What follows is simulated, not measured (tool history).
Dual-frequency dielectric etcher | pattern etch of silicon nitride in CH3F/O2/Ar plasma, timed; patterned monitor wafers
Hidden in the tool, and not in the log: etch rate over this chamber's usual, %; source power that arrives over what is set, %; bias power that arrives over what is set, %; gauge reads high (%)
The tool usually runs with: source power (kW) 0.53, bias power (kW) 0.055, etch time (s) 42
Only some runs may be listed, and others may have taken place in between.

| run | hour | source power (kW) | bias power (kW) | etch time (s) | wafers since the last listed run | hours since the last wet clean | hours since the last source power generator calibration | hours since the last bias power generator calibration | hours since the last upper electrode change | hours since the gauge calibration | read-back reference wafer on the same gauge, depth_nm | mean etch depth across the wafer (angstrom) |
|---|---|---|---|---|---|---|---|---|---|---|---|---|
| 1 | 0 | 0.48 | 0.055 | 37.5 | 0 | 86.1 | 4128.9 | 3832.5 | 2563.8 | 49.7 | 37.01 | 288.8 |
| 2 | 13.9 | 0.48 | 0.055 | 37.5 | 242 | 100 | 4142.8 | 3846.4 | 2577.7 | 63.6 | 37 | 285.9 |
| 3 | 27 | 0.48 | 0.055 | 37.5 | 228 | 113.1 | 4155.9 | 3859.5 | 2590.8 | 76.7 | 37.12 | 292 |
| 4 | 44.4 | 0.53 | 0.055 | 42 | 303 | 130.5 | 4173.3 | 3876.9 | 2608.2 | 94.1 | 37.08 | 337.3 |
| 5 | 59.1 | 0.53 | 0.055 | 42 | 256 | 145.2 | 4188 | 3891.6 | 2622.9 | 108.8 | 37.02 | 338.9 |
| 6 | 70.4 | 0.53 | 0.055 | 42 | 196 | 156.5 | 4199.3 | 3902.9 | 2634.2 | 120.1 | 36.99 | 342.8 |
| 7 | 76.5 | 0.53 | 0.055 | 42 | 106 | 162.6 | 4205.4 | 3909 | 2640.3 | 126.2 | 37.02 | 342.8 |
| 8 | 89.3 | 0.53 | 0.055 | 48.5 | 222 | 175.4 | 4218.2 | 3921.8 | 2653.1 | 139 | 37.13 | 396.6 |
| 9 | 100.8 | 0.53 | 0.055 | 48.5 | 200 | 186.9 | 4229.7 | 3933.3 | 2664.6 | 150.5 | 37.1 | 400.6 |
|  | 111.9 | source power generator calibrated |
| 10 | 116.1 | 0.53 | 0.055 | 42 | 196 | 202.2 | 4.2 | 3948.6 | 2679.9 | 165.8 | 37.12 | 346.5 |
| 11 | 130.9 | 0.53 | 0.055 | 42 | 257 | 217 | 19 | 3963.4 | 2694.7 | 180.6 | 36.98 | 344.8 |
|  | 138.4 | bias power generator calibrated |
| 12 | 139.4 | 0.53 | 0.055 | 42 | 78 | 225.5 | 27.5 | 1 | 2703.2 | 189.1 | 37.04 | 343.4 |
| 13 | 151.4 | 0.53 | 0.055 | 42 | 209 | 237.5 | 39.5 | 13 | 2715.2 | 201.1 | 37.15 | 348.8 |
| 14 | 161.9 | 0.64 | 0.055 | 31.5 | 182 | 248 | 50 | 23.5 | 2725.7 | 211.6 | 37.15 | 281.8 |
| 15 | 173.4 | 0.53 | 0.055 | 42 | 200 | 259.5 | 61.5 | 35 | 2737.2 | 223.1 | 37.13 | 346.8 |
| 16 | 189.2 | 0.61 | 0.048 | 52 | 275 | 275.3 | 77.3 | 50.8 | 2753 | 238.9 | 37.14 | 437 |
| 17 | 195.5 | 0.53 | 0.055 | 42 | 109 | 281.6 | 83.6 | 57.1 | 2759.3 | 245.2 | 37.14 | 351 |

What will run 18 give?
| 18 | 209.6 | 0.59 | 0.066 | 37.5 | 245 | 295.7 | 97.7 | 71.2 | 2773.4 | 259.3 | ? | ? |

{"run 18": {"read-back reference wafer on the same gauge, depth_nm": 37.09, "mean etch depth across the wafer (angstrom)": 348}}
Take away the tool's hidden state, keep the run-to-run variation as it was, and the same run would have given mean etch depth across the wafer (angstrom) 334.1.

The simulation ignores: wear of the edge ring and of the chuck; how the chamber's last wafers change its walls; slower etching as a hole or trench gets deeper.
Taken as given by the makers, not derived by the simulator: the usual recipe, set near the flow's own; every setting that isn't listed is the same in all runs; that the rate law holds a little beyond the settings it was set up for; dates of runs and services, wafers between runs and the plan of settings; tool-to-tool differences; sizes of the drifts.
